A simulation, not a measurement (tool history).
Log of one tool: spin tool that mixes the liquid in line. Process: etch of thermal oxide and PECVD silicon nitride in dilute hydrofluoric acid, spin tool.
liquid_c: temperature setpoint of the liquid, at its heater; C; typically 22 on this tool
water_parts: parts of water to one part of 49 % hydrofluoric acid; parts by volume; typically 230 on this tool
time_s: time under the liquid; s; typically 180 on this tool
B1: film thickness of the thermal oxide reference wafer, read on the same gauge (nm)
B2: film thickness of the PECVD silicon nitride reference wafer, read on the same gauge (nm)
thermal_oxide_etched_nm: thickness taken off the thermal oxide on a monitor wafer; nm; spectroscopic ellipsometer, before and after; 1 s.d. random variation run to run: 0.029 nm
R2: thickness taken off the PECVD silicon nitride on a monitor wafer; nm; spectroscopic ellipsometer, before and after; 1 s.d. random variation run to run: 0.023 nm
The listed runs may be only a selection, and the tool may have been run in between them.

Run 1, day 0: usual settings; B1 79.996; B2 150.036. Result: thermal_oxide_etched_nm 2.921 nm, R2 2.174 nm.
Run 2, day 0.783: usual settings but water_parts 195 parts by volume; B1 80.002; B2 149.99. Result: thermal_oxide_etched_nm 3.568 nm, R2 2.466 nm.
Run 3, day 1.892: usual settings but water_parts 195 parts by volume; B1 79.985; B2 149.979. Result: thermal_oxide_etched_nm 3.529 nm, R2 2.488 nm.
Run 4, day 2.733: usual settings but liquid_c 25 C; B1 80.009; B2 150.002. Result: thermal_oxide_etched_nm 3.163 nm, R2 2.506 nm.
Run 5, day 3.612: usual settings but liquid_c 25 C; B1 80.015; B2 149.953. Result: thermal_oxide_etched_nm 3.211 nm, R2 2.554 nm.
Run 6, day 7.629: usual settings; B1 80.022; B2 149.984. Result: thermal_oxide_etched_nm 2.901 nm, R2 2.079 nm.
At day 8.746: gauge calibrated.
At day 9: hydrofluoric acid flow meter replaced.
Run 7, day 9.1: usual settings but water_parts 175 parts by volume; B1 80.028; B2 150.015. Result: thermal_oxide_etched_nm 3.848 nm, R2 2.614 nm.
At day 10.379: thermometer replaced.
Run 8, day 10.583: usual settings but time_s 230 s; B1 79.991; B2 149.999. Result: thermal_oxide_etched_nm 3.785 nm, R2 2.898 nm.
Run 9, day 11.542: usual settings but liquid_c 24.5 C, water_parts 315 parts by volume, time_s 80 s; B1 79.98; B2 150.004. Result: thermal_oxide_etched_nm 0.96 nm, R2 0.858 nm.
Run 10, day 12.662: usual settings but liquid_c 17.5 C, water_parts 170 parts by volume, time_s 220 s; B1 80.024; B2 149.974. Result: thermal_oxide_etched_nm 4.27 nm, R2 2.724 nm.
Run 11, day 13.321: usual settings but water_parts 130 parts by volume, time_s 255 s; B1 80.046; B2 149.987. Result: thermal_oxide_etched_nm 8.168 nm, R2 5.565 nm.
Run 12, day 14.608: usual settings but liquid_c 23.5 C, water_parts 275 parts by volume, time_s 245 s; B1 79.998; B2 150.045. Result: thermal_oxide_etched_nm 3.348 nm, R2 2.773 nm.
Run 13, day 15.979: usual settings; B1 79.994; B2 149.967. Result: thermal_oxide_etched_nm 2.898 nm, R2 2.217 nm.
Run 14, day 16.7: usual settings but liquid_c 19.5 C, water_parts 300 parts by volume, time_s 220 s; B1 79.978; B2 150.03. Result: thermal_oxide_etched_nm 2.351 nm, R2 1.746 nm.
Run 15, day 18.192: usual settings; B1 80.017; B2 149.988. Result: thermal_oxide_etched_nm 2.887 nm, R2 2.183 nm.
Run 16, day 18.733: usual settings; B1 79.973; B2 150.017. Result: thermal_oxide_etched_nm 2.891 nm, R2 2.192 nm.
Run 17, day 19.833: usual settings but water_parts 320 parts by volume; B1 79.991; B2 149.978. Result: thermal_oxide_etched_nm 1.938 nm, R2 1.544 nm.
Run 18, day 20.762: usual settings but water_parts 300 parts by volume; B1 79.984; B2 149.997. Result: thermal_oxide_etched_nm 2.111 nm, R2 1.671 nm.
Run 19, day 21.546: usual settings but liquid_c 18.5 C, water_parts 340 parts by volume, time_s 85 s; B1 80.036; B2 150. Result: thermal_oxide_etched_nm 0.755 nm, R2 0.56 nm.
Run 20, day 22.95: usual settings but liquid_c 23.5 C, water_parts 320 parts by volume; B1 79.983; B2 150.037. Result: thermal_oxide_etched_nm 2.027 nm, R2 1.718 nm.
Run 21, day 24.242: usual settings but time_s 135 s; B1 79.969; B2 149.999. Result: thermal_oxide_etched_nm 2.139 nm, R2 1.638 nm.
Run 22, day 25.675: usual settings; B1 80.008; B2 150.013. Result: thermal_oxide_etched_nm 2.823 nm, R2 2.15 nm.
Run 23, day 26.925: usual settings but liquid_c 26.5 C, water_parts 330 parts by volume, time_s 260 s; B1 79.986; B2 149.969. Result: thermal_oxide_etched_nm 3.074 nm, R2 2.845 nm.
Run 24, day 28.404: usual settings; B1 80.002; B2 149.984. Result: thermal_oxide_etched_nm 2.85 nm, R2 2.137 nm.
Run 25, day 29.704: usual settings but liquid_c 20 C, water_parts 125 parts by volume, time_s 75 s; B1 80.01; B2 150.003. Result: thermal_oxide_etched_nm 2.229 nm, R2 1.399 nm.
Run 26, day 31.05: usual settings but liquid_c 26.5 C, water_parts 120 parts by volume, time_s 115 s; B1 79.993; B2 149.953. Result: thermal_oxide_etched_nm 4.652 nm, R2 3.405 nm.

3 ways to go on from here, each from the tool as it stands after run 26. What would each give?
Run A, day 31.071: usual settings but time_s 145 s; B1 ?; B2 ?. Result: thermal_oxide_etched_nm ?, R2 ?.
Run B, day 31.071: usual settings but liquid_c 24.5 C, time_s 270 s; B1 ?; B2 ?. Result: thermal_oxide_etched_nm ?, R2 ?.
Run C, day 31.071: usual settings but water_parts 285 parts by volume, time_s 140 s; B1 ?; B2 ?. Result: thermal_oxide_etched_nm ?, R2 ?.

run     B1       B2  thermal_oxide_etched_nm     R2
  A  80.03  149.988                    2.306    1.7
  B  80.03  149.988                    4.713  3.715
  C  80.03  149.988                    1.708  1.333
Without the tool's unlogged condition, the same runs would have read:
run  thermal_oxide_etched_nm     R2
  A                     2.38  1.836
  B                    4.856  4.001
  C                    1.758  1.437
